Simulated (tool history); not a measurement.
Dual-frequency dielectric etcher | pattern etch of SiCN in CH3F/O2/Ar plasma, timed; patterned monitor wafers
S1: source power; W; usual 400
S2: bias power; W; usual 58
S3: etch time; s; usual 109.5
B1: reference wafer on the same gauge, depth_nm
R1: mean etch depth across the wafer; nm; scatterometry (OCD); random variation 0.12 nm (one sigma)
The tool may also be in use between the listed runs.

run    hour   S1  S2     S3     B1     R1
  1       0  400  58  121.5   41.5  45.47
  2    64.7  400  47  109.5  41.49  37.37
  3    97.9  400  47  109.5   41.5  37.43
  4   137.6  400  54  118.5  41.54  43.33
  5   199.6  400  54  118.5  41.51  43.35
      278.6  -- gauge calibrated
      295.9  -- wet clean of the chamber
  6   412.7  400  54  118.5  41.51  42.89
  7   484.3  340  58  109.5   41.5  39.02
  8   550.7  340  58  109.5  41.49  39.62
      610.5  -- wet clean of the chamber
  9   620.8  340  58  109.5  41.51  38.57
 10   680.3  360  58   98.5  41.53  35.68
 11   704.6  400  58  109.5  41.48  41.23
      738.9  -- bias power generator calibrated
      766.8  -- source power generator calibrated
      786.9  -- upper electrode replaced
 12   787.4  400  58  109.5  41.48  40.75
 13   834.7  400  58  109.5  41.47  40.93
 14   866.7  400  52    101   41.5  36.16
 15   891.3  400  58  109.5   41.5  40.97
      943.6  -- wet clean of the chamber
 16   944.1  400  48    141  41.49  47.17
 17   988.9  400  46  122.5  41.48  40.86
 18  1034.6  320  58    140   41.5  48.11
 19  1098.9  430  58  119.5  41.45   45.5
 20  1142.9  400  58  109.5  41.49  40.97
 21  1188.1  350  50     84  41.51  28.02
 22  1215.2  460  65  109.5  41.53   45.1

Run 23 comes next. What will it give?
     1236.6  -- gauge calibrated
 23  1269.7  470  58  80   ?   ?

B1: 41.51
R1: 31.67 nm
Without the tool's hidden state the same run would have given R1 30.89 nm.
